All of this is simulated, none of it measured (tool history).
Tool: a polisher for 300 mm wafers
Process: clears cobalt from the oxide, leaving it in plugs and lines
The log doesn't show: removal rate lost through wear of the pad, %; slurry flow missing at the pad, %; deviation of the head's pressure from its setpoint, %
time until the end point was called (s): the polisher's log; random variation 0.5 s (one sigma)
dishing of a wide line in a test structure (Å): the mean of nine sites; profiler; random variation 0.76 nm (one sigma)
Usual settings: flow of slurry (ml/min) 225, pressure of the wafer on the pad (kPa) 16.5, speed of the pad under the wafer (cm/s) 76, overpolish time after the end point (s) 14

run    hour  flow of slurry (ml/min)  pressure of the wafer on the pad (kPa)  speed of the pad under the wafer (cm/s)  overpolish time after the end point (s)  wafers since the last listed run  wafers polished on this pad  hours since the slurry nozzle was cleaned  hours since the head pressure was calibrated  incoming thickness of the incoming film, nm  time until the end point was called (s)  dishing of a wide line in a test structure (Å)
  1       0                      225                                    16.5                                       96                                       14                                 0                         1810                                      334.7                                         225.9                                        234.7                                     43.2                                             403
  2    74.8                      225                                    16.5                                       96                                       14                               496                         2306                                      409.5                                         300.7                                        228.6                                     41.9                                             425
  3   127.4                      225                                    16.5                                       76                                       14                               349                         2655                                      462.1                                         353.3                                        227.8                                     52.3                                             360
  4   204.9                      225                                    16.5                                       76                                       14                               514                         3169                                      539.6                                         430.8                                          229                                     53.3                                             364
      283.2  -- worn pad replaced by a new one
  5   310.9                      225                                    16.5                                       76                                       14                               676                          183                                      645.6                                         536.8                                        231.2                                     54.6                                             374
      399.4  -- slurry nozzle cleaned
  6   519.4                      225                                    16.5                                       76                                       14                              1376                         1560                                        120                                         745.3                                        226.1                                     53.2                                             367
  7   594.5                      225                                    16.5                                       76                                       14                               498                         2059                                      195.1                                         820.4                                        231.4                                     55.5                                             359
  8   694.1                      225                                    16.5                                       76                                       14                               660                         2719                                      294.7                                           920                                        227.2                                     54.1                                             374
  9     790                      225                                    16.5                                       60                                       14                               636                         3356                                      390.6                                        1015.9                                        226.5                                     69.1                                             302
      876.6  -- worn pad replaced by a new one
 10   877.1                      225                                    16.5                                       60                                       14                               551                            3                                      477.7                                          1103                                        230.5                                     70.7                                             308
 11   959.1                      275                                    16.5                                       76                                       14                               544                          547                                      559.7                                          1185                                        228.7                                     54.3                                             360
 12  1023.1                      275                                    16.5                                       76                                       14                               424                          971                                      623.7                                          1249                                        228.3                                     55.2                                             361
     1028.9  -- head pressure recalibrated
 13  1079.9                      180                                    16.5                                       76                                       14                               363                         1335                                      680.5                                            51                                        225.1                                     61.7                                             337
     1132.5  -- slurry nozzle cleaned
 14  1146.5                      225                                    16.5                                       76                                       19                               435                         1770                                         14                                         117.6                                        232.3                                     61.1                                             398
 15  1204.8                      225                                    16.5                                       76                                       19                               386                         2157                                       72.3                                         175.9                                        230.1                                       62                                             410
 16  1263.6                      225                                    16.5                                       76                                       19                               390                         2547                                      131.1                                         234.7                                        232.1                                     62.6                                             393
     1329.1  -- worn pad replaced by a new one
     1348.1  -- head pressure recalibrated, repeated, since the last time left the tool worse
 17    1364                      155                                    15.2                                       70                                       22                               626                          218                                      231.5                                          15.9                                        230.8                                     64.7                                             416
 18  1420.3                      225                                    16.5                                       76                                        6                               373                          592                                      287.8                                          72.2                                          233                                     53.3                                             204
 19  1518.1                      190                                    14.5                                       54                                       10                               648                         1240                                      385.6                                           170                                        225.3                                       84                                             213
 20  1594.2                      225                                    12.4                                       82                                       22                               504                         1745                                      461.7                                         246.1                                        226.1                                     63.3                                             423
 21  1663.9                      225                                    16.5                                       76                                       14                               462                         2208                                      531.4                                         315.8                                        233.9                                     53.5                                             369
 22  1750.7                      150                                    12.4                                       54                                       14                               575                         2784                                      618.2                                         402.6                                        231.8                                    105.1                                             237
 23  1841.5                      225                                    16.5                                       90                                       14                               602                         3386                                        709                                         493.4                                        228.4                                     45.4                                             390
     1859.2  -- worn pad replaced by a new one
     1897.8  -- slurry nozzle cleaned
 24  1938.5                      225                                    21.4                                       52                                       14                               610                          519                                       40.7                                         590.4                                        227.8                                     60.5                                             333
 25    2017                      225                                    16.5                                       86                                       14                               520                         1040                                      119.2                                         668.9                                        229.2                                     47.9                                             379
 26  2268.6                      290                                    16.5                                       76                                       14                              1669                         2709                                      370.8                                         920.5                                        232.5                                     54.1                                             374
 27  2312.9                      295                                    13.1                                      102                                        9                               293                         3003                                      415.1                                         964.8                                        232.5                                     51.7                                             292
 28  2355.1                      225                                    16.5                                       76                                       14                               279                         3283                                      457.3                                          1007                                        230.4                                     55.1                                             369
     2391.7  -- worn pad replaced by a new one
 29  2403.3                      225                                    13.8                                       76                                       14                               293                           77                                      505.5                                        1055.2                                        226.5                                     65.1                                             310
 30  2467.1                      270                                      20                                       76                                       14                               423                          500                                      569.3                                          1119                                        229.8                                     46.1                                             409
 31  2534.4                      225                                    16.5                                       76                                       14                               446                          946                                      636.6                                        1186.3                                        230.7                                     55.9                                             361
     2591.1  -- slurry nozzle cleaned
 32  2640.6                      225                                    16.5                                       76                                       11                               698                         1644                                       49.5                                        1292.5                                        226.6                                     54.8                                             316

4 ways to go on from here, each from the tool as it stands after run 32. What would each give?
  A  2641                      225                                    16.5                                       76                                       14                                 2                         1647                                       49.9                                        1292.9                                        231.4                                        ?                                               ?
  B  2641                      260                                    15.2                                       68                                       10                                 2                         1647                                       49.9                                        1292.9                                        231.4                                        ?                                               ?
  C  2641                      225                                    19.3                                       62                                       14                                 2                         1647                                       49.9                                        1292.9                                        231.4                                        ?                                               ?
  D  2641                      165                                      20                                       76                                       18                                 2                         1647                                       49.9                                        1292.9                                        231.4                                        ?                                               ?

run  time until the end point was called (s)  dishing of a wide line in a test structure (Å)
  A                                     56.8                                             362
  B                                       68                                             255
  C                                       60                                             350
  D                                       49                                             448
Without the tool's hidden state the same runs would have given:
run  time until the end point was called (s)  dishing of a wide line in a test structure (Å)
  A                                     53.2                                             376
  B                                     63.7                                             267
  C                                     56.2                                             364
  D                                       46                                             461
